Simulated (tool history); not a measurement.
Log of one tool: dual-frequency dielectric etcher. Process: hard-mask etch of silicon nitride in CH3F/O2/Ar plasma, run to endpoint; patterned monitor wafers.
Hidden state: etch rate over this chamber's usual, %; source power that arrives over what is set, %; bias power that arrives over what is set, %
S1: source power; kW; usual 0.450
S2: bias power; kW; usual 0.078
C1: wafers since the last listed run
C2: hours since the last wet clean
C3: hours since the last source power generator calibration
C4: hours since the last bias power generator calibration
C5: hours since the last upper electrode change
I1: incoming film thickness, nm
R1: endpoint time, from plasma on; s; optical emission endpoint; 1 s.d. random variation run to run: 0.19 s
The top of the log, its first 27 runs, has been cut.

{"run": 28, "day": 85.421, "S1": 0.45, "S2": 0.078, "C1": 494, "C2": 338.0, "C3": 280.1, "C4": 405.9, "C5": 248.8, "I1": 34.28, "R1": 46.5}
{"run": 29, "day": 87.85, "S1": 0.4, "S2": 0.078, "C1": 525, "C2": 396.3, "C3": 338.4, "C4": 464.2, "C5": 307.1, "I1": 34.14, "R1": 48.3}
{"run": 30, "day": 89.6, "S1": 0.37, "S2": 0.071, "C1": 378, "C2": 438.3, "C3": 380.4, "C4": 506.2, "C5": 349.1, "I1": 34.1, "R1": 51.3}
{"day": 92.196, "done": "wet clean of the chamber"}
{"run": 31, "day": 92.217, "S1": 0.51, "S2": 0.071, "C1": 349, "C2": 0.5, "C3": 443.2, "C4": 569.0, "C5": 411.9, "I1": 34.3, "R1": 45.9}
{"run": 32, "day": 95.425, "S1": 0.41, "S2": 0.07, "C1": 694, "C2": 77.5, "C3": 520.2, "C4": 646.0, "C5": 488.9, "I1": 34.09, "R1": 49.6}
{"run": 33, "day": 103.1, "S1": 0.37, "S2": 0.059, "C1": 1660, "C2": 261.7, "C3": 704.4, "C4": 830.2, "C5": 673.1, "I1": 34.19, "R1": 54.0}
{"run": 34, "day": 106.562, "S1": 0.45, "S2": 0.078, "C1": 749, "C2": 344.8, "C3": 787.5, "C4": 913.3, "C5": 756.2, "I1": 34.18, "R1": 46.5}
{"run": 35, "day": 109.883, "S1": 0.45, "S2": 0.078, "C1": 718, "C2": 424.5, "C3": 867.2, "C4": 993.0, "C5": 835.9, "I1": 34.37, "R1": 46.8}
{"day": 114.554, "done": "wet clean of the chamber"}
{"run": 36, "day": 114.575, "S1": 0.35, "S2": 0.095, "C1": 798, "C2": 0.5, "C3": 979.8, "C4": 1105.6, "C5": 948.5, "I1": 34.03, "R1": 47.3}

Predict each of these 3 candidate next runs independently; none follows another, all start after run 36:
{"run": "A", "day": 114.592, "S1": 0.45, "S2": 0.088, "C1": 3, "C2": 0.9, "C3": 980.2, "C4": 1106.0, "C5": 948.9, "I1": 34.22, "R1": "?"}
{"run": "B", "day": 114.592, "S1": 0.45, "S2": 0.065, "C1": 3, "C2": 0.9, "C3": 980.2, "C4": 1106.0, "C5": 948.9, "I1": 34.22, "R1": "?"}
{"run": "C", "day": 114.592, "S1": 0.45, "S2": 0.089, "C1": 3, "C2": 0.9, "C3": 980.2, "C4": 1106.0, "C5": 948.9, "I1": 34.22, "R1": "?"}

run=A R1=44.6
run=B R1=48.9
run=C R1=44.5
With no hidden state in the tool, these same runs would have given:
run=A R1=44.2
run=B R1=48.5
run=C R1=44.1
